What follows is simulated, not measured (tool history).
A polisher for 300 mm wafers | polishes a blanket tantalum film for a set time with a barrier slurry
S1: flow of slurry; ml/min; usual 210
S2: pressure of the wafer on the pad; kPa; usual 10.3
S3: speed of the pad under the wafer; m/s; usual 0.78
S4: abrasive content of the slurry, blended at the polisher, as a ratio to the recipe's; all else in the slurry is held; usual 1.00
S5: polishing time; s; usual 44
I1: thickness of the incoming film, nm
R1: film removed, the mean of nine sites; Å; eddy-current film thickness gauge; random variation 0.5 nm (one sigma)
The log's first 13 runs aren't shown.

run    hour   S1    S2    S3    S4  S5     I1   R1
 14  1067.9  180  12.4  0.96  1.00  44  261.0  590
 15  1130.4  265   8.3  0.54  1.00  44  254.0  225
 16  1208.0  170  10.3  0.78  1.30  44  264.1  402
     1259.8  -- slurry nozzle cleaned
 17  1260.9  210  12.4  0.90  1.15  44  259.2  561
     1319.3  -- slurry blender recalibrated
 18  1367.0  165  10.3  0.78  1.00  44  264.3  377
     1373.9  -- head pressure recalibrated
     1403.3  -- worn pad replaced by a new one
 19  1421.0  210  10.3  0.78  1.00  44  257.0  439
 20  1512.7  210   6.9  0.88  0.75  36  256.7  243
 21  1580.5  210  10.3  0.78  1.00  44  262.3  404
 22  1665.8  210  10.3  0.94  1.00  50  263.6  542
 23  1702.5  170  10.3  0.78  1.30  44  255.1  407
 24  1795.7  210  10.3  0.78  0.85  53  262.0  448
 25  1898.0  210  10.3  0.78  1.15  44  257.0  395
 26  1963.5  210  10.3  0.78  1.10  55  259.1  473
     2009.5  -- slurry blender recalibrated
     2045.5  -- slurry nozzle cleaned
 27  2070.3  210  10.3  0.78  1.00  44  254.8  394
     2076.9  -- head pressure recalibrated
     2078.7  -- worn pad replaced by a new one
 28  2106.3  210  10.3  0.78  1.00  44  264.5  454
 29  2185.0  255  10.3  0.78  1.00  44  257.8  447
 30  2284.4  210  10.3  0.78  1.00  44  265.3  418
 31  2357.1  210   9.0  0.52  1.00  57  257.8  307

3 ways to go on from here, each from the tool as it stands after run 31. What would each give?
  A  2357.5  210  10.3  0.78  1.00  44  260.3   ?
  B  2357.5  180  10.3  0.78  1.00  44  260.3   ?
  C  2357.5  210  10.3  0.78  1.25  44  260.3   ?

run   R1
  A  412
  B  403
  C  435
Without the tool's hidden state the same runs would have given:
run   R1
  A  457
  B  447
  C  482
